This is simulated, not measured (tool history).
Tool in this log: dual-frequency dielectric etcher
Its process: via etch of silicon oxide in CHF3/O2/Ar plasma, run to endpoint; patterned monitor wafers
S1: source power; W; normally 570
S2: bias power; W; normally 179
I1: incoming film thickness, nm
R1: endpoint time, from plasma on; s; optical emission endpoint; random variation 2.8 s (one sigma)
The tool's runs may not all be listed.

run	day	S1	S2	I1	R1
1	0.000	620	179	794.9	421.4
2	0.554	570	203	798.9	421.6
3	1.625	570	203	794.1	421.0
4	2.846	460	179	787.5	461.9
5	3.621	570	179	791.1	433.8
6	4.446	570	179	781.9	430.1
7	5.883	570	179	781.5	432.7
8	6.992	570	179	785.5	434.5
9	7.500	660	152	786.0	436.4
# day 8.888: wet clean of the chamber
10	8.908	530	179	791.0	427.6
# day 9.200: bias power generator calibrated
11	9.221	570	179	796.4	421.3
# day 10.317: source power generator calibrated
12	10.338	610	167	788.2	419.9
# day 11.429: upper electrode replaced
13	11.625	570	179	784.1	417.8
14	12.529	700	138	787.9	420.2
15	13.975	680	216	787.7	377.6
16	16.754	520	179	791.8	440.8

Alternative continuations, all from the tool just after run 16; predict every row:
A	16.775	570	179	788.6	?
B	16.775	490	151	788.6	?
C	16.775	680	210	788.6	?

run	R1
A	424.4
B	464.2
C	384.6
With the hidden condition removed and each run's random variation left untouched, the same runs would have given:
run	R1
A	415.0
B	453.9
C	376.0
